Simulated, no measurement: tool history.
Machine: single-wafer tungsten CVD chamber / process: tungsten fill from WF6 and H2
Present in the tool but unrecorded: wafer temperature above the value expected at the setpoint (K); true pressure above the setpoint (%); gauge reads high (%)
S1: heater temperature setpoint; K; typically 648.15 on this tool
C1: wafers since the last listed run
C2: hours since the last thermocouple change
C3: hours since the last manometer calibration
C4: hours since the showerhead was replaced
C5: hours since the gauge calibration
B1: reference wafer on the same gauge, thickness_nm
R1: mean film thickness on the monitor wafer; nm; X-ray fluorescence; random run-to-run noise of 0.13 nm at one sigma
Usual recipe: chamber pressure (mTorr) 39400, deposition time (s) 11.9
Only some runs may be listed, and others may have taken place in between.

run 1 hour=0 | S1=648.15 chamber_pressure_(mTorr)=35600 deposition_time_(s)=10.3 | C1=0 C2=2655.6 C3=1840.2 C4=6674.1 C5=262.6 | B1=20.977 | R1=22.737
run 2 hour=81.5 | S1=648.15 chamber_pressure_(mTorr)=35600 deposition_time_(s)=10.3 | C1=3221 C2=2737.1 C3=1921.7 C4=6755.6 C5=344.1 | B1=20.979 | R1=23.005
run 3 hour=112.7 | S1=648.15 chamber_pressure_(mTorr)=39400 deposition_time_(s)=11.3 | C1=1233 C2=2768.3 C3=1952.9 C4=6786.8 C5=375.3 | B1=20.963 | R1=25.864
run 4 hour=133.1 | S1=648.15 chamber_pressure_(mTorr)=39400 deposition_time_(s)=11.9 | C1=806 C2=2788.7 C3=1973.3 C4=6807.2 C5=395.7 | B1=20.983 | R1=27.238
run 5 hour=166.6 | S1=648.15 chamber_pressure_(mTorr)=36600 deposition_time_(s)=11.9 | C1=1324 C2=2822.2 C3=2006.8 C4=6840.7 C5=429.2 | B1=20.957 | R1=26.862
run 6 hour=190.2 | S1=648.15 chamber_pressure_(mTorr)=36600 deposition_time_(s)=11.9 | C1=932 C2=2845.8 C3=2030.4 C4=6864.3 C5=452.8 | B1=21.004 | R1=27.052
run 7 hour=225.5 | S1=648.15 chamber_pressure_(mTorr)=36600 deposition_time_(s)=11.9 | C1=1395 C2=2881.1 C3=2065.7 C4=6899.6 C5=488.1 | B1=21.017 | R1=26.774
run 8 hour=247 | S1=648.15 chamber_pressure_(mTorr)=39400 deposition_time_(s)=11.9 | C1=849 C2=2902.6 C3=2087.2 C4=6921.1 C5=509.6 | B1=20.973 | R1=27.595
run 9 hour=260.4 | S1=639.15 chamber_pressure_(mTorr)=39400 deposition_time_(s)=11.9 | C1=529 C2=2916 C3=2100.6 C4=6934.5 C5=523 | B1=20.989 | R1=22.342
-- hour=277.2 showerhead replaced
-- hour=287.4 gauge calibrated
run 10 hour=290.9 | S1=639.15 chamber_pressure_(mTorr)=39400 deposition_time_(s)=11.9 | C1=889 C2=2946.5 C3=2131.1 C4=13.7 C5=3.5 | B1=20.968 | R1=22.117
run 11 hour=394.6 | S1=639.15 chamber_pressure_(mTorr)=39400 deposition_time_(s)=11.9 | C1=4099 C2=3050.2 C3=2234.8 C4=117.4 C5=107.2 | B1=21.011 | R1=22.705
-- hour=434.1 capacitance manometer re-zeroed and calibrated
run 12 hour=434.6 | S1=642.15 chamber_pressure_(mTorr)=30200 deposition_time_(s)=13.5 | C1=1264 C2=3090.2 C3=0.5 C4=157.4 C5=147.2 | B1=21.004 | R1=25.935
run 13 hour=441.7 | S1=648.15 chamber_pressure_(mTorr)=39400 deposition_time_(s)=11.9 | C1=280 C2=3097.3 C3=7.6 C4=164.5 C5=154.3 | B1=20.954 | R1=27.719
run 14 hour=460.2 | S1=639.15 chamber_pressure_(mTorr)=45600 deposition_time_(s)=12.7 | C1=731 C2=3115.8 C3=26.1 C4=183 C5=172.8 | B1=20.965 | R1=25.012
run 15 hour=482.1 | S1=635.15 chamber_pressure_(mTorr)=44700 deposition_time_(s)=13.6 | C1=865 C2=3137.7 C3=48 C4=204.9 C5=194.7 | B1=20.971 | R1=23.973
-- hour=523 thermocouple changed; heater temperature recalibrated
run 16 hour=523.5 | S1=648.15 chamber_pressure_(mTorr)=39400 deposition_time_(s)=11.9 | C1=1320 C2=0.5 C3=89.4 C4=246.3 C5=236.1 | B1=21.005 | R1=23.899
run 17 hour=548.2 | S1=654.15 chamber_pressure_(mTorr)=39400 deposition_time_(s)=11.9 | C1=976 C2=25.2 C3=114.1 C4=271 C5=260.8 | B1=21.062 | R1=27.865
run 18 hour=581.2 | S1=648.15 chamber_pressure_(mTorr)=39400 deposition_time_(s)=11 | C1=1304 C2=58.2 C3=147.1 C4=304 C5=293.8 | B1=20.981 | R1=22.132
run 19 hour=604.1 | S1=637.15 chamber_pressure_(mTorr)=39400 deposition_time_(s)=10.5 | C1=905 C2=81.1 C3=170 C4=326.9 C5=316.7 | B1=20.979 | R1=16.174
run 20 hour=616.4 | S1=657.15 chamber_pressure_(mTorr)=34200 deposition_time_(s)=14.2 | C1=486 C2=93.4 C3=182.3 C4=339.2 C5=329 | B1=21.003 | R1=34.327
run 21 hour=638.3 | S1=652.15 chamber_pressure_(mTorr)=39400 deposition_time_(s)=13.7 | C1=865 C2=115.3 C3=204.2 C4=361.1 C5=350.9 | B1=20.989 | R1=30.551
run 22 hour=658 | S1=640.15 chamber_pressure_(mTorr)=39400 deposition_time_(s)=11.9 | C1=778 C2=135 C3=223.9 C4=380.8 C5=370.6 | B1=20.99 | R1=20.018
run 23 hour=678.5 | S1=656.15 chamber_pressure_(mTorr)=45000 deposition_time_(s)=12.5 | C1=810 C2=155.5 C3=244.4 C4=401.3 C5=391.1 | B1=21.012 | R1=31.365

Predict each of these 4 candidate next runs independently; none follows another, all start after run 23:
run A hour=678.9 | S1=648.15 chamber_pressure_(mTorr)=39400 deposition_time_(s)=13.3 | C1=15 C2=155.9 C3=244.8 C4=401.7 C5=391.5 | B1=? | R1=?
run B hour=678.9 | S1=656.15 chamber_pressure_(mTorr)=39400 deposition_time_(s)=10.8 | C1=15 C2=155.9 C3=244.8 C4=401.7 C5=391.5 | B1=? | R1=?
run C hour=678.9 | S1=637.15 chamber_pressure_(mTorr)=31300 deposition_time_(s)=12.8 | C1=15 C2=155.9 C3=244.8 C4=401.7 C5=391.5 | B1=? | R1=?
run D hour=678.9 | S1=654.15 chamber_pressure_(mTorr)=44600 deposition_time_(s)=13.4 | C1=15 C2=155.9 C3=244.8 C4=401.7 C5=391.5 | B1=? | R1=?

run=A B1=21.005 R1=26.987
run=B B1=21.005 R1=26.343
run=C B1=21.005 R1=18.905
run=D B1=21.005 R1=32.2
Stripped of hidden state, with their random variation kept, the same runs would have yielded:
run=A R1=26.748
run=B R1=26.119
run=C R1=18.729
run=D R1=31.924
